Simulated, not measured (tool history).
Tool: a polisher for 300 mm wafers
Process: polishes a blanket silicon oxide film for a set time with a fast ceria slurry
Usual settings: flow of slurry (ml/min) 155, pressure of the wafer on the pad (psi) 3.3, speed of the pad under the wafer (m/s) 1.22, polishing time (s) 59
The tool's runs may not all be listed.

run	hour	flow of slurry (ml/min)	pressure of the wafer on the pad (psi)	speed of the pad under the wafer (m/s)	polishing time (s)	wafers since the last listed run	wafers polished on this pad	hours since the slurry nozzle was cleaned	hours since the head pressure was calibrated	incoming thickness of the incoming film, nm	film removed (nm)
1	0.0	155	3.3	1.22	59	0	2291	7.9	158.1	3730.6	1153.4
2	28.3	155	3.3	1.22	59	397	2688	36.2	186.4	3729.8	1173.2
# hour 66.3: worn pad replaced by a new one
3	80.0	155	3.3	1.22	59	670	192	87.9	238.1	3681.6	1153.4
4	246.4	155	3.3	1.22	59	2337	2529	254.3	404.5	3730.9	1117.2
# hour 295.5: worn pad replaced by a new one
5	308.9	155	3.3	1.02	59	821	188	316.8	467.0	3693.8	934.9
6	340.2	155	3.3	1.02	59	439	627	348.1	498.3	3701.5	943.4
7	383.0	155	3.3	1.02	59	601	1229	390.9	541.1	3759.5	895.3
# hour 414.0: slurry nozzle cleaned
8	450.9	155	3.3	1.22	59	939	2169	36.9	609.0	3774.4	1109.3
# hour 480.4: worn pad replaced by a new one
9	504.7	155	3.3	1.22	59	699	340	90.7	662.8	3767.6	1086.1
10	654.8	210	3.3	1.22	59	2108	2449	240.8	812.9	3760.3	1115.0
# hour 689.9: worn pad replaced by a new one
11	693.2	155	2.2	1.22	75	483	46	279.2	851.3	3741.5	982.5
# hour 699.4: head pressure recalibrated
12	746.7	155	2.4	1.46	70	723	769	332.7	47.3	3733.2	1247.2
13	779.9	205	4.2	0.92	44	466	1236	365.9	80.5	3708.7	829.7
14	822.9	155	3.3	1.50	70	604	1840	408.9	123.5	3754.7	1493.4
15	862.1	185	3.3	1.22	59	550	2391	448.1	162.7	3771.4	1094.7
# hour 885.1: slurry nozzle cleaned
# hour 921.7: worn pad replaced by a new one
16	924.1	155	3.3	1.50	70	800	34	39.0	224.7	3771.3	1610.6
17	949.0	155	2.3	1.34	59	349	384	63.9	249.6	3786.4	951.9
18	1006.4	155	3.3	1.50	70	806	1190	121.3	307.0	3712.3	1624.7
19	1047.1	155	3.3	0.92	47	571	1762	162.0	347.7	3755.5	724.5

Difference, measured minus no-hidden-state, one row per run. Run-to-run variation is common to both terms; the gauge's own scatter need not be:
Hidden conditions of the tool in this case: removal rate lost through wear of the pad, %; slurry flow missing at the pad, %; deviation of the head's pressure from its setpoint, %.
run	film removed (nm)
1	-11.9
2	-15.8
3	-23.8
4	-65.7
5	-76.4
6	-90.4
7	-106.8
8	-68.3
9	-75.9
10	-110.7
11	-118.4
12	-68.1
13	-46.9
14	-145.5
15	-122.5
16	-29.0
17	-20.3
18	-49.6
19	-27.9

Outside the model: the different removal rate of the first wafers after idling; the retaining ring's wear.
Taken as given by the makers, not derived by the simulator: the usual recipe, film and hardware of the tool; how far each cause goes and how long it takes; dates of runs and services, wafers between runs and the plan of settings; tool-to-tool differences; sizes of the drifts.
